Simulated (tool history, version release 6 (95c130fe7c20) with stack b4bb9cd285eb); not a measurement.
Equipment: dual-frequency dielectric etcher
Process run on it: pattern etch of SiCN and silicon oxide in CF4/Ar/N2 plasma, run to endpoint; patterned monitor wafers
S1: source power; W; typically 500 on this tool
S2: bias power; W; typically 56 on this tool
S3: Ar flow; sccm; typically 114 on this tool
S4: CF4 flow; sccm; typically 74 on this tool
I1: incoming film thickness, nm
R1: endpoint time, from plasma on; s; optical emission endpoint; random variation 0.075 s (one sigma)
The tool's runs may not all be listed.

| run | day | S1 | S2 | S3 | S4 | I1 | R1 |
|---|---|---|---|---|---|---|---|
| 1 | 0 | 580 | 56 | 114 | 74 | 9.71 | 9.9 |
| 2 | 3.667 | 500 | 56 | 114 | 74 | 9.69 | 11.5 |
|  | 5.446 | wet clean of the chamber |
| 3 | 6.054 | 500 | 56 | 114 | 74 | 9.81 | 10.7 |
| 4 | 8.15 | 500 | 56 | 114 | 74 | 9.76 | 10.9 |
|  | 13.138 | Ar flow controller replaced |
|  | 14.046 | CF4 flow controller replaced |
| 5 | 20.921 | 500 | 56 | 114 | 74 | 9.78 | 11.1 |
|  | 21.438 | source power generator calibrated |
| 6 | 24.821 | 500 | 56 | 114 | 74 | 9.72 | 11.2 |
|  | 25.996 | bias power generator calibrated |
| 7 | 27.671 | 420 | 56 | 129 | 69 | 9.56 | 13.1 |
| 8 | 29.783 | 580 | 56 | 114 | 74 | 9.64 | 9.8 |
|  | 31.15 | wet clean of the chamber |
| 9 | 34.054 | 500 | 62 | 106 | 74 | 9.62 | 10.1 |
| 10 | 36.525 | 500 | 56 | 96 | 83 | 9.77 | 10.6 |
| 11 | 39.262 | 470 | 56 | 102 | 74 | 9.75 | 11.2 |
| 12 | 43.246 | 500 | 56 | 114 | 74 | 9.73 | 11.1 |
| 13 | 46.35 | 500 | 67 | 124 | 74 | 9.75 | 10.5 |
| 14 | 49.812 | 500 | 56 | 114 | 74 | 9.75 | 11.2 |
| 15 | 51.562 | 460 | 43 | 137 | 61 | 9.73 | 14 |
| 16 | 53.467 | 500 | 56 | 114 | 74 | 9.63 | 11 |
|  | 54.833 | wet clean of the chamber |
| 17 | 55.775 | 500 | 56 | 114 | 74 | 9.74 | 10.7 |
| 18 | 57.462 | 500 | 56 | 96 | 83 | 9.74 | 10.3 |
| 19 | 61.304 | 500 | 56 | 130 | 84 | 9.75 | 10.7 |
| 20 | 63.162 | 430 | 56 | 94 | 74 | 9.79 | 12.1 |
| 21 | 67.083 | 450 | 56 | 88 | 74 | 9.62 | 11.5 |
|  | 69.892 | Ar flow controller replaced |
| 22 | 70.367 | 430 | 60 | 114 | 69 | 9.71 | 12.2 |
| 23 | 71.958 | 500 | 56 | 114 | 74 | 9.81 | 11 |
| 24 | 76.017 | 500 | 50 | 130 | 74 | 9.7 | 11.7 |
|  | 78.604 | wet clean of the chamber |
| 25 | 78.625 | 440 | 66 | 99 | 74 | 9.71 | 11.1 |

Here are 3 independent what-if runs from the current tool condition. What would each one return?
| A | 78.642 | 570 | 56 | 114 | 74 | 9.74 | ? |
| B | 78.642 | 500 | 45 | 124 | 74 | 9.74 | ? |
| C | 78.642 | 500 | 63 | 114 | 59 | 9.74 | ? |

| run | R1 |
|---|---|
| A | 9.5 |
| B | 11.7 |
| C | 10.5 |
Stripped of hidden state, with their random variation kept, the same runs would have yielded:
| run | R1 |
|---|---|
| A | 9.5 |
| B | 11.6 |
| C | 10.5 |
